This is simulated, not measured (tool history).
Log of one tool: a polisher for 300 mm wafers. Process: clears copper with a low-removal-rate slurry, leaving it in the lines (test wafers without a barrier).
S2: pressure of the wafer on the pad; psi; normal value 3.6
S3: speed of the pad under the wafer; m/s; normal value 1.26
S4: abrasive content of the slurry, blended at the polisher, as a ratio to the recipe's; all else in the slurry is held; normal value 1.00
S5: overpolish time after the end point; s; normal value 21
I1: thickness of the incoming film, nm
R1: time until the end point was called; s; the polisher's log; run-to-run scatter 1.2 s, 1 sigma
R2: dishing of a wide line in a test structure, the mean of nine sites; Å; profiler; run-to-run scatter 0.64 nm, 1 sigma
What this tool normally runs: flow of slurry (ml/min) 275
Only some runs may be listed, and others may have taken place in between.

{"run": 1, "hour": 0.0, "flow of slurry (ml/min)": 345, "S2": 3.6, "S3": 1.26, "S4": 1.0, "S5": 21, "I1": 469.8, "R1": 79.9, "R2": 457}
{"run": 2, "hour": 7.7, "flow of slurry (ml/min)": 345, "S2": 3.6, "S3": 1.26, "S4": 1.0, "S5": 21, "I1": 478.9, "R1": 79.4, "R2": 454}
{"run": 3, "hour": 21.1, "flow of slurry (ml/min)": 345, "S2": 3.6, "S3": 1.26, "S4": 1.0, "S5": 21, "I1": 478.2, "R1": 81.6, "R2": 452}
{"hour": 22.6, "done": "slurry nozzle cleaned"}
{"hour": 29.0, "done": "worn pad replaced by a new one"}
{"run": 4, "hour": 29.5, "flow of slurry (ml/min)": 275, "S2": 3.6, "S3": 1.26, "S4": 1.0, "S5": 21, "I1": 488.5, "R1": 83.7, "R2": 452}
{"hour": 35.1, "done": "slurry blender recalibrated"}
{"run": 5, "hour": 64.6, "flow of slurry (ml/min)": 275, "S2": 3.6, "S3": 1.26, "S4": 1.0, "S5": 21, "I1": 484.0, "R1": 82.2, "R2": 446}
{"run": 6, "hour": 74.3, "flow of slurry (ml/min)": 275, "S2": 3.6, "S3": 1.26, "S4": 1.0, "S5": 21, "I1": 476.1, "R1": 80.2, "R2": 439}
{"run": 7, "hour": 85.8, "flow of slurry (ml/min)": 315, "S2": 3.6, "S3": 1.26, "S4": 1.0, "S5": 21, "I1": 481.8, "R1": 77.4, "R2": 439}
{"run": 8, "hour": 101.7, "flow of slurry (ml/min)": 315, "S2": 3.6, "S3": 1.26, "S4": 1.0, "S5": 21, "I1": 481.3, "R1": 80.5, "R2": 459}
{"run": 9, "hour": 112.3, "flow of slurry (ml/min)": 315, "S2": 3.6, "S3": 1.26, "S4": 1.0, "S5": 21, "I1": 473.5, "R1": 79.7, "R2": 456}
{"hour": 123.0, "done": "worn pad replaced by a new one"}
{"run": 10, "hour": 123.6, "flow of slurry (ml/min)": 275, "S2": 4.6, "S3": 1.26, "S4": 1.0, "S5": 26, "I1": 482.3, "R1": 62.2, "R2": 523}
{"run": 11, "hour": 134.0, "flow of slurry (ml/min)": 275, "S2": 3.6, "S3": 1.26, "S4": 1.0, "S5": 17, "I1": 484.3, "R1": 78.6, "R2": 421}
{"run": 12, "hour": 151.6, "flow of slurry (ml/min)": 275, "S2": 3.6, "S3": 1.26, "S4": 1.0, "S5": 21, "I1": 482.2, "R1": 77.9, "R2": 453}
{"run": 13, "hour": 169.1, "flow of slurry (ml/min)": 275, "S2": 3.6, "S3": 1.26, "S4": 1.0, "S5": 21, "I1": 479.2, "R1": 78.7, "R2": 458}
{"run": 14, "hour": 186.5, "flow of slurry (ml/min)": 275, "S2": 3.6, "S3": 0.84, "S4": 1.0, "S5": 21, "I1": 487.2, "R1": 122.0, "R2": 385}
{"run": 15, "hour": 201.3, "flow of slurry (ml/min)": 275, "S2": 3.6, "S3": 1.26, "S4": 1.0, "S5": 32, "I1": 477.1, "R1": 79.3, "R2": 505}
{"hour": 203.4, "done": "slurry blender recalibrated"}
{"run": 16, "hour": 210.0, "flow of slurry (ml/min)": 275, "S2": 3.6, "S3": 1.26, "S4": 1.2, "S5": 26, "I1": 479.2, "R1": 75.9, "R2": 485}
{"run": 17, "hour": 217.0, "flow of slurry (ml/min)": 275, "S2": 3.6, "S3": 1.66, "S4": 1.0, "S5": 21, "I1": 479.9, "R1": 59.4, "R2": 478}
{"hour": 225.0, "done": "head pressure recalibrated"}
{"hour": 227.3, "done": "worn pad replaced by a new one"}
{"run": 18, "hour": 227.8, "flow of slurry (ml/min)": 275, "S2": 3.6, "S3": 1.26, "S4": 1.0, "S5": 21, "I1": 483.4, "R1": 88.8, "R2": 440}
{"run": 19, "hour": 239.9, "flow of slurry (ml/min)": 230, "S2": 3.6, "S3": 1.02, "S4": 1.0, "S5": 21, "I1": 474.2, "R1": 110.5, "R2": 396}
{"run": 20, "hour": 249.8, "flow of slurry (ml/min)": 330, "S2": 3.6, "S3": 1.26, "S4": 1.0, "S5": 21, "I1": 488.2, "R1": 86.5, "R2": 446}
{"run": 21, "hour": 262.2, "flow of slurry (ml/min)": 275, "S2": 3.6, "S3": 0.86, "S4": 0.9, "S5": 29, "I1": 476.8, "R1": 128.5, "R2": 417}
{"run": 22, "hour": 276.2, "flow of slurry (ml/min)": 275, "S2": 3.6, "S3": 1.26, "S4": 1.0, "S5": 21, "I1": 478.0, "R1": 84.9, "R2": 441}
{"run": 23, "hour": 284.3, "flow of slurry (ml/min)": 180, "S2": 3.6, "S3": 1.26, "S4": 0.8, "S5": 21, "I1": 473.8, "R1": 92.4, "R2": 421}
{"run": 24, "hour": 292.4, "flow of slurry (ml/min)": 275, "S2": 3.6, "S3": 1.26, "S4": 0.85, "S5": 29, "I1": 482.0, "R1": 87.0, "R2": 486}
{"run": 25, "hour": 301.8, "flow of slurry (ml/min)": 275, "S2": 4.1, "S3": 1.26, "S4": 0.75, "S5": 11, "I1": 477.6, "R1": 78.2, "R2": 334}
{"run": 26, "hour": 317.6, "flow of slurry (ml/min)": 275, "S2": 3.6, "S3": 0.98, "S4": 1.0, "S5": 16, "I1": 474.6, "R1": 107.7, "R2": 343}
{"run": 27, "hour": 323.9, "flow of slurry (ml/min)": 275, "S2": 4.6, "S3": 1.26, "S4": 1.2, "S5": 21, "I1": 478.0, "R1": 64.8, "R2": 491}
{"hour": 331.3, "done": "worn pad replaced by a new one"}
{"run": 28, "hour": 333.5, "flow of slurry (ml/min)": 275, "S2": 3.6, "S3": 1.26, "S4": 1.0, "S5": 26, "I1": 477.1, "R1": 85.8, "R2": 488}
{"run": 29, "hour": 343.6, "flow of slurry (ml/min)": 315, "S2": 3.6, "S3": 1.26, "S4": 1.0, "S5": 21, "I1": 472.3, "R1": 81.2, "R2": 445}

For each run, what was the tool's unlogged condition?
removal rate lost through wear of the pad, %: 0 at every run
slurry flow missing at the pad, %: 0 at every run
abrasive missing from the slurry, %: 0 at every run
H1: deviation of the head's pressure from its setpoint, %
run=1 H1=7.49
run=2 H1=7.69
run=3 H1=8.04
run=4 H1=8.25
run=5 H1=9.15
run=6 H1=9.4
run=7 H1=9.7
run=8 H1=10.1
run=9 H1=10.4
run=10 H1=10.7
run=11 H1=10.9
run=12 H1=11.4
run=13 H1=11.8
run=14 H1=12.3
run=15 H1=12.7
run=16 H1=12.9
run=17 H1=13.1
run=18 H1=1.19
run=19 H1=1.5
run=20 H1=1.76
run=21 H1=2.08
run=22 H1=2.44
run=23 H1=2.64
run=24 H1=2.85
run=25 H1=3.09
run=26 H1=3.5
run=27 H1=3.66
run=28 H1=3.91
run=29 H1=4.17
